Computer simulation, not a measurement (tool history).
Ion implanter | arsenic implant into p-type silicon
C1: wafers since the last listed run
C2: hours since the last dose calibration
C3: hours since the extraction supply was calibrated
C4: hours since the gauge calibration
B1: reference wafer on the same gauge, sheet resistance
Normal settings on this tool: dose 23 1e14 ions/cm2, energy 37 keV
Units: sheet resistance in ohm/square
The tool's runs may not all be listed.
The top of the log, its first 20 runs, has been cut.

{"run": 21, "day": 62.562, "dose": 23, "energy": 37, "C1": 1171, "C2": 942.1, "C3": 1142.9, "C4": 471.7, "B1": 63.3, "sheet resistance": 70.24}
{"run": 22, "day": 65.029, "dose": 25.41, "energy": 48.5, "C1": 1624, "C2": 1001.3, "C3": 1202.1, "C4": 530.9, "B1": 63.41, "sheet resistance": 61.3}
{"run": 23, "day": 68.583, "dose": 17.8, "energy": 37, "C1": 2340, "C2": 1086.6, "C3": 1287.4, "C4": 616.2, "B1": 63.39, "sheet resistance": 77.26}
{"run": 24, "day": 70.583, "dose": 26.09, "energy": 48, "C1": 1317, "C2": 1134.6, "C3": 1335.4, "C4": 664.2, "B1": 63.46, "sheet resistance": 60.46}
{"run": 25, "day": 72.812, "dose": 23, "energy": 37, "C1": 1468, "C2": 1188.1, "C3": 1388.9, "C4": 717.7, "B1": 63.43, "sheet resistance": 70.05}
{"run": 26, "day": 74.933, "dose": 18.28, "energy": 49.5, "C1": 1396, "C2": 1239, "C3": 1439.8, "C4": 768.6, "B1": 63.45, "sheet resistance": 70.04}
{"run": 27, "day": 79.171, "dose": 23, "energy": 37, "C1": 2790, "C2": 1340.7, "C3": 1541.5, "C4": 870.3, "B1": 63.46, "sheet resistance": 70.48}
{"run": 28, "day": 83.358, "dose": 25.25, "energy": 49.5, "C1": 2757, "C2": 1441.2, "C3": 1642, "C4": 970.8, "B1": 63.48, "sheet resistance": 60.76}
{"day": 84.125, "done": "Faraday cup replaced and dose calibrated"}
{"run": 29, "day": 85.312, "dose": 23, "energy": 31, "C1": 1067, "C2": 28.5, "C3": 1688.9, "C4": 1017.7, "B1": 63.48, "sheet resistance": 75.26}
{"run": 30, "day": 89.304, "dose": 28.07, "energy": 37, "C1": 2628, "C2": 124.3, "C3": 1784.7, "C4": 1113.5, "B1": 63.51, "sheet resistance": 66.23}
{"run": 31, "day": 93.733, "dose": 23, "energy": 37, "C1": 2917, "C2": 230.6, "C3": 1891, "C4": 1219.8, "B1": 63.47, "sheet resistance": 70.33}
{"run": 32, "day": 97.175, "dose": 23, "energy": 50, "C1": 2266, "C2": 313.2, "C3": 1973.6, "C4": 1302.4, "B1": 63.5, "sheet resistance": 62.82}
{"run": 33, "day": 100.933, "dose": 23, "energy": 46, "C1": 2475, "C2": 403.4, "C3": 2063.8, "C4": 1392.6, "B1": 63.59, "sheet resistance": 64.97}
{"run": 34, "day": 104.179, "dose": 25.41, "energy": 48.5, "C1": 2137, "C2": 481.3, "C3": 2141.7, "C4": 1470.5, "B1": 63.67, "sheet resistance": 61.44}
{"run": 35, "day": 105.8, "dose": 23, "energy": 37, "C1": 1067, "C2": 520.2, "C3": 2180.6, "C4": 1509.4, "B1": 63.72, "sheet resistance": 70.51}
{"run": 36, "day": 109.125, "dose": 23, "energy": 37, "C1": 2189, "C2": 600, "C3": 2260.4, "C4": 1589.2, "B1": 63.66, "sheet resistance": 70.54}
{"run": 37, "day": 113.125, "dose": 23, "energy": 30, "C1": 2634, "C2": 696, "C3": 2356.4, "C4": 1685.2, "B1": 63.76, "sheet resistance": 76.31}

Here are 4 independent what-if runs from the current tool condition. What would each one return?
{"run": "A", "day": 113.142, "dose": 16.25, "energy": 37, "C1": 10, "C2": 696.4, "C3": 2356.8, "C4": 1685.6, "B1": "?", "sheet resistance": "?"}
{"run": "B", "day": 113.142, "dose": 28.97, "energy": 41.5, "C1": 10, "C2": 696.4, "C3": 2356.8, "C4": 1685.6, "B1": "?", "sheet resistance": "?"}
{"run": "C", "day": 113.142, "dose": 19.11, "energy": 37, "C1": 10, "C2": 696.4, "C3": 2356.8, "C4": 1685.6, "B1": "?", "sheet resistance": "?"}
{"run": "D", "day": 113.142, "dose": 29.52, "energy": 27, "C1": 10, "C2": 696.4, "C3": 2356.8, "C4": 1685.6, "B1": "?", "sheet resistance": "?"}

run=A B1=63.7 sheet_resistance=81.15
run=B B1=63.7 sheet_resistance=63.01
run=C B1=63.7 sheet_resistance=75.63
run=D B1=63.7 sheet_resistance=74.43
What these runs would have given with no unlogged condition in the tool:
run=A sheet_resistance=80.45
run=B sheet_resistance=62.47
run=C sheet_resistance=74.98
run=D sheet_resistance=73.79

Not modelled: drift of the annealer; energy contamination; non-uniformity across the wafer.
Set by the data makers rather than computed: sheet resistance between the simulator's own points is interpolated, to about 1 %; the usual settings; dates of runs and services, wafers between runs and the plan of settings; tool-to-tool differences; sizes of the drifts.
